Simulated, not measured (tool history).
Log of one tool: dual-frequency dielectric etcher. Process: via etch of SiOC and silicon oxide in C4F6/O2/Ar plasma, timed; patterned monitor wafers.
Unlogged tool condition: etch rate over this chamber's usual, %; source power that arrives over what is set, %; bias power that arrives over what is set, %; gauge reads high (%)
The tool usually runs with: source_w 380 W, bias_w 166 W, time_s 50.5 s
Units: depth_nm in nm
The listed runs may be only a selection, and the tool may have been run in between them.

| run | hour | source_w | bias_w | time_s | wafers since the last listed run | hours since the last wet clean | hours since the last source power generator calibration | hours since the last bias power generator calibration | hours since the last upper electrode change | hours since the gauge calibration | read-back reference wafer on the same gauge, depth_nm | depth_nm |
|---|---|---|---|---|---|---|---|---|---|---|---|---|
| 1 | 0 | 380 | 166 | 50.5 | 0 | 370.6 | 2978.8 | 5588.9 | 3238.7 | 186 | 55.5 | 59.4 |
| 2 | 16.7 | 380 | 166 | 50.5 | 267 | 387.3 | 2995.5 | 5605.6 | 3255.4 | 202.7 | 55.5 | 58.7 |
| 3 | 28.5 | 380 | 166 | 50.5 | 189 | 399.1 | 3007.3 | 5617.4 | 3267.2 | 214.5 | 55.5 | 58.4 |
| 4 | 40.1 | 380 | 166 | 50.5 | 186 | 410.7 | 3018.9 | 5629 | 3278.8 | 226.1 | 55.5 | 58.4 |
|  | 54.2 | bias power generator calibrated |
| 5 | 54.7 | 380 | 166 | 50.5 | 170 | 425.3 | 3033.5 | 0.5 | 3293.4 | 240.7 | 55.4 | 58.1 |
| 6 | 60.6 | 380 | 166 | 50.5 | 94 | 431.2 | 3039.4 | 6.4 | 3299.3 | 246.6 | 55.5 | 58.7 |
| 7 | 69.5 | 380 | 166 | 50.5 | 142 | 440.1 | 3048.3 | 15.3 | 3308.2 | 255.5 | 55.5 | 58.2 |
| 8 | 76.6 | 380 | 166 | 50.5 | 113 | 447.2 | 3055.4 | 22.4 | 3315.3 | 262.6 | 55.4 | 58.6 |
| 9 | 92 | 380 | 166 | 50.5 | 247 | 462.6 | 3070.8 | 37.8 | 3330.7 | 278 | 55.5 | 58.1 |
| 10 | 104.8 | 380 | 166 | 50.5 | 205 | 475.4 | 3083.6 | 50.6 | 3343.5 | 290.8 | 55.6 | 57.7 |
| 11 | 120 | 380 | 166 | 50.5 | 243 | 490.6 | 3098.8 | 65.8 | 3358.7 | 306 | 55.5 | 57.8 |
|  | 157.2 | wet clean of the chamber |
| 12 | 157.7 | 380 | 166 | 56 | 219 | 0.5 | 3136.5 | 103.5 | 3396.4 | 343.7 | 55.5 | 67.7 |
| 13 | 158.1 | 380 | 166 | 50.5 | 6 | 0.9 | 3136.9 | 103.9 | 3396.8 | 344.1 | 55.5 | 61.2 |
| 14 | 158.4 | 420 | 166 | 42 | 4 | 1.2 | 3137.2 | 104.2 | 3397.1 | 344.4 | 55.5 | 54.2 |
| 15 | 166.8 | 380 | 166 | 50.5 | 134 | 9.6 | 3145.6 | 112.6 | 3405.5 | 352.8 | 55.5 | 61.2 |
| 16 | 180.2 | 340 | 139 | 45 | 214 | 23 | 3159 | 126 | 3418.9 | 366.2 | 55.5 | 48.9 |
| 17 | 188.5 | 350 | 166 | 45 | 133 | 31.3 | 3167.3 | 134.3 | 3427.2 | 374.5 | 55.6 | 51 |
| 18 | 200 | 380 | 166 | 50.5 | 184 | 42.8 | 3178.8 | 145.8 | 3438.7 | 386 | 55.5 | 60.8 |
| 19 | 210.8 | 380 | 132 | 46 | 173 | 53.6 | 3189.6 | 156.6 | 3449.5 | 396.8 | 55.5 | 52.9 |
| 20 | 219.6 | 380 | 166 | 46.5 | 141 | 62.4 | 3198.4 | 165.4 | 3458.3 | 405.6 | 55.4 | 55.8 |
|  | 252.6 | gauge calibrated |
|  | 254.5 | upper electrode replaced |
| 21 | 255 | 450 | 147 | 55 | 182 | 97.8 | 3233.8 | 200.8 | 0.5 | 2.4 | 55.4 | 70.9 |
| 22 | 255.3 | 310 | 149 | 39 | 4 | 98.1 | 3234.1 | 201.1 | 0.8 | 2.7 | 55.5 | 40.2 |
| 23 | 255.7 | 380 | 166 | 46 | 6 | 98.5 | 3234.5 | 201.5 | 1.2 | 3.1 | 55.5 | 55.1 |
|  | 264.3 | source power generator calibrated |
| 24 | 265.6 | 450 | 147 | 55 | 94 | 108.4 | 1.3 | 211.4 | 11.1 | 13 | 55.5 | 70.9 |
| 25 | 276.6 | 380 | 166 | 50.5 | 176 | 119.4 | 12.3 | 222.4 | 22.1 | 24 | 55.6 | 60.3 |
| 26 | 288.5 | 450 | 166 | 50.5 | 190 | 131.3 | 24.2 | 234.3 | 34 | 35.9 | 55.5 | 66.6 |
| 27 | 300.4 | 380 | 204 | 50.5 | 190 | 143.2 | 36.1 | 246.2 | 45.9 | 47.8 | 55.4 | 63.1 |
| 28 | 318.1 | 380 | 183 | 62 | 283 | 160.9 | 53.8 | 263.9 | 63.6 | 65.5 | 55.5 | 75.5 |
| 29 | 335.8 | 380 | 166 | 50.5 | 283 | 178.6 | 71.5 | 281.6 | 81.3 | 83.2 | 55.5 | 60 |
| 30 | 349.9 | 380 | 166 | 50.5 | 226 | 192.7 | 85.6 | 295.7 | 95.4 | 97.3 | 55.5 | 60 |
| 31 | 356.2 | 380 | 166 | 50.5 | 101 | 199 | 91.9 | 302 | 101.7 | 103.6 | 55.5 | 59.9 |

What if the next run were any one of these 3? Each begins from the tool's condition after run 31:
| A | 356.6 | 380 | 166 | 50.5 | 6 | 199.4 | 92.3 | 302.4 | 102.1 | 104 | ? | ? |
| B | 356.6 | 430 | 186 | 50.5 | 6 | 199.4 | 92.3 | 302.4 | 102.1 | 104 | ? | ? |
| C | 356.6 | 300 | 192 | 36 | 6 | 199.4 | 92.3 | 302.4 | 102.1 | 104 | ? | ? |

| run | read-back reference wafer on the same gauge, depth_nm | depth_nm |
|---|---|---|
| A | 55.5 | 59.9 |
| B | 55.5 | 66 |
| C | 55.5 | 37.8 |
With the hidden condition removed and each run's random variation left untouched, the same runs would have given:
| run | depth_nm |
|---|---|
| A | 61.2 |
| B | 67.5 |
| C | 38.6 |
